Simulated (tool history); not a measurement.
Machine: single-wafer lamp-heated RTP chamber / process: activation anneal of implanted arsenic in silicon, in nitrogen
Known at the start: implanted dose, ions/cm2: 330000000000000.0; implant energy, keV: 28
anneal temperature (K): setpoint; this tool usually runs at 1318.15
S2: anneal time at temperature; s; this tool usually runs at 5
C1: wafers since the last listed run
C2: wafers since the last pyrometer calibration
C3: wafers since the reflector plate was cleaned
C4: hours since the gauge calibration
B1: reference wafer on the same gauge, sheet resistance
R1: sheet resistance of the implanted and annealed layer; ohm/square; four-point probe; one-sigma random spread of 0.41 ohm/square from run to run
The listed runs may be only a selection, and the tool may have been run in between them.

{"run": 1, "hour": 0.0, "anneal temperature (K)": 1310.15, "S2": 5, "C1": 0, "C2": 5616, "C3": 3211, "C4": 684.7, "B1": 240.48, "R1": 268.97}
{"hour": 6.3, "done": "gauge calibrated"}
{"hour": 47.0, "done": "pyrometer window cleaned and pyrometer calibrated"}
{"run": 2, "hour": 47.5, "anneal temperature (K)": 1310.15, "S2": 5, "C1": 536, "C2": 7, "C3": 3748, "C4": 41.2, "B1": 242.4, "R1": 271.17}
{"run": 3, "hour": 111.9, "anneal temperature (K)": 1310.15, "S2": 5, "C1": 874, "C2": 882, "C3": 4623, "C4": 105.6, "B1": 242.18, "R1": 271.23}
{"run": 4, "hour": 175.7, "anneal temperature (K)": 1295.15, "S2": 5, "C1": 866, "C2": 1748, "C3": 5489, "C4": 169.4, "B1": 241.94, "R1": 271.92}
{"run": 5, "hour": 245.0, "anneal temperature (K)": 1295.15, "S2": 5, "C1": 941, "C2": 2690, "C3": 6431, "C4": 238.7, "B1": 241.73, "R1": 271.09}
{"run": 6, "hour": 322.6, "anneal temperature (K)": 1333.15, "S2": 5, "C1": 1054, "C2": 3744, "C3": 7485, "C4": 316.3, "B1": 241.61, "R1": 268.13}
{"run": 7, "hour": 368.4, "anneal temperature (K)": 1333.15, "S2": 5, "C1": 622, "C2": 4366, "C3": 8107, "C4": 362.1, "B1": 241.4, "R1": 267.94}
{"hour": 402.7, "done": "reflector plate cleaned"}
{"run": 8, "hour": 476.0, "anneal temperature (K)": 1318.15, "S2": 7, "C1": 1352, "C2": 5719, "C3": 995, "C4": 469.7, "B1": 240.84, "R1": 267.76}
{"run": 9, "hour": 554.5, "anneal temperature (K)": 1302.15, "S2": 3, "C1": 1066, "C2": 6785, "C3": 2062, "C4": 548.2, "B1": 240.48, "R1": 271.78}

Predict the results of run 10:
{"hour": 603.8, "done": "pyrometer window cleaned and pyrometer calibrated"}
{"run": 10, "hour": 604.3, "anneal temperature (K)": 1291.15, "S2": 3, "C1": 567, "C2": 6, "C3": 2629, "C4": 598, "B1": "?", "R1": "?"}

{"run 10": {"B1": 240.42, "R1": 272.08}}
With the hidden condition absent and the run-to-run variation left alone, this run would have shown R1 275.01 ohm/square.

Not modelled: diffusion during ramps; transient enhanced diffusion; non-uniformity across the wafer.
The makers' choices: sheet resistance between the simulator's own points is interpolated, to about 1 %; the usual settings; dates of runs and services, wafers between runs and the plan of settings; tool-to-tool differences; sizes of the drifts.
